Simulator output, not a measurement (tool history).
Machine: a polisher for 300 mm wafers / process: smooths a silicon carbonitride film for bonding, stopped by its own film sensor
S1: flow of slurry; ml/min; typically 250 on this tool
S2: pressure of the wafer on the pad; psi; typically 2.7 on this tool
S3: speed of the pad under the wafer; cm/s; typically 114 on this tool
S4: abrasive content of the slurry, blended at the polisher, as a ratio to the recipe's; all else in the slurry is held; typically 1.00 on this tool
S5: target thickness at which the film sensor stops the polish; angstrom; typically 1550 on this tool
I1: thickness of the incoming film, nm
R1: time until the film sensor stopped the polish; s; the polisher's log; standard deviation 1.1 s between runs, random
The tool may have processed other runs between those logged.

Run 1, day 0.000: usual settings; I1 180.0. Result: R1 78.8 s.
Run 2, day 0.758: usual settings; I1 181.9. Result: R1 84.0 s.
Run 3, day 1.517: usual settings; I1 180.1. Result: R1 80.8 s.
Run 4, day 2.658: usual settings but S4 1.10; I1 180.8. Result: R1 81.5 s.
Run 5, day 4.050: usual settings; I1 181.3. Result: R1 85.6 s.
Run 6, day 4.721: usual settings; I1 181.1. Result: R1 72.5 s.
Run 7, day 5.642: usual settings; I1 181.4. Result: R1 74.2 s.
Run 8, day 6.554: usual settings; I1 177.9. Result: R1 66.1 s.
Run 9, day 7.658: usual settings but S2 3.3 psi; I1 178.3. Result: R1 55.3 s.
Run 10, day 8.992: usual settings but S2 3.3 psi; I1 179.6. Result: R1 60.0 s.
Run 11, day 10.412: usual settings but S3 140 cm/s; I1 179.1. Result: R1 59.3 s.
Run 12, day 11.567: usual settings; I1 176.9. Result: R1 66.7 s.
Run 13, day 13.046: usual settings; I1 177.5. Result: R1 67.4 s.
Run 14, day 13.658: usual settings; I1 183.8. Result: R1 86.1 s.
Run 15, day 14.179: usual settings; I1 180.8. Result: R1 78.6 s.
Run 16, day 14.858: usual settings but S3 92 cm/s, S4 0.80; I1 180.6. Result: R1 103.6 s.
Run 17, day 15.567: usual settings but S1 275 ml/min, S2 3.3 psi, S3 96 cm/s, S5 1590 angstrom; I1 179.5. Result: R1 58.9 s.
Run 18, day 16.308: usual settings; I1 182.6. Result: R1 87.0 s.
Run 19, day 17.183: usual settings but S2 1.9 psi, S4 0.80; I1 183.8. Result: R1 142.0 s.
Run 20, day 17.700: usual settings but S1 320 ml/min, S2 1.9 psi, S4 0.75, S5 1610 angstrom; I1 178.9. Result: R1 92.3 s.
Run 21, day 18.575: usual settings; I1 179.5. Result: R1 78.7 s.
Run 22, day 19.142: usual settings but S4 1.25; I1 182.9. Result: R1 82.4 s.
Run 23, day 19.888: usual settings; I1 180.9. Result: R1 88.5 s.
Run 24, day 23.712: usual settings; I1 178.0. Result: R1 69.2 s.
Run 25, day 25.200: usual settings but S4 1.30; I1 181.1. Result: R1 69.2 s.
Run 26, day 26.996: usual settings but S1 305 ml/min, S3 136 cm/s, S4 0.80, S5 1470 angstrom; I1 178.3. Result: R1 89.5 s.
Run 27, day 27.842: usual settings but S1 335 ml/min, S3 88 cm/s, S5 1530 angstrom; I1 183.0. Result: R1 107.4 s.
Run 28, day 28.467: usual settings but S3 82 cm/s, S4 0.75; I1 180.6. Result: R1 116.2 s.

The log once held 8 entries between its listed runs, left out of this copy. Where does each go, and what is different about the tool's unlogged condition between the listed run before it and the listed run after it?
In the gap between runs 5 and 6: slurry blender recalibrated (day 4.462); worn pad replaced by a new one (day 4.700)
  abrasive missing from the slurry, %: 28.5 -> 1.2
  measured less the result without the state, R1: +12.2 -> +0.3 s
In the gap between runs 11 and 12: head pressure recalibrated (day 11.054); worn pad replaced by a new one (day 11.154)
  abrasive missing from the slurry, %: 5.5 -> 7.33
  measured less the result without the state, R1: +1.5 -> +2.2 s
In the gap between runs 19 and 20: worn pad replaced by a new one (day 17.500)
  abrasive missing from the slurry, %: 20.9 -> 22.5
  measured less the result without the state, R1: +15.6 -> +11.3 s
In the gap between runs 21 and 22: slurry nozzle cleaned (day 19.046)
  abrasive missing from the slurry, %: 25.4 -> 27.4
  measured less the result without the state, R1: +9.8 -> +10.1 s
In the gap between runs 23 and 24: slurry blender recalibrated (day 21.546)
  abrasive missing from the slurry, %: 30.1 -> 6.6
  measured less the result without the state, R1: +13.4 -> +2.0 s
In the gap between runs 24 and 25: worn pad replaced by a new one (day 24.604)
  abrasive missing from the slurry, %: 6.6 -> 7.65
  measured less the result without the state, R1: +2.0 -> +2.0 s
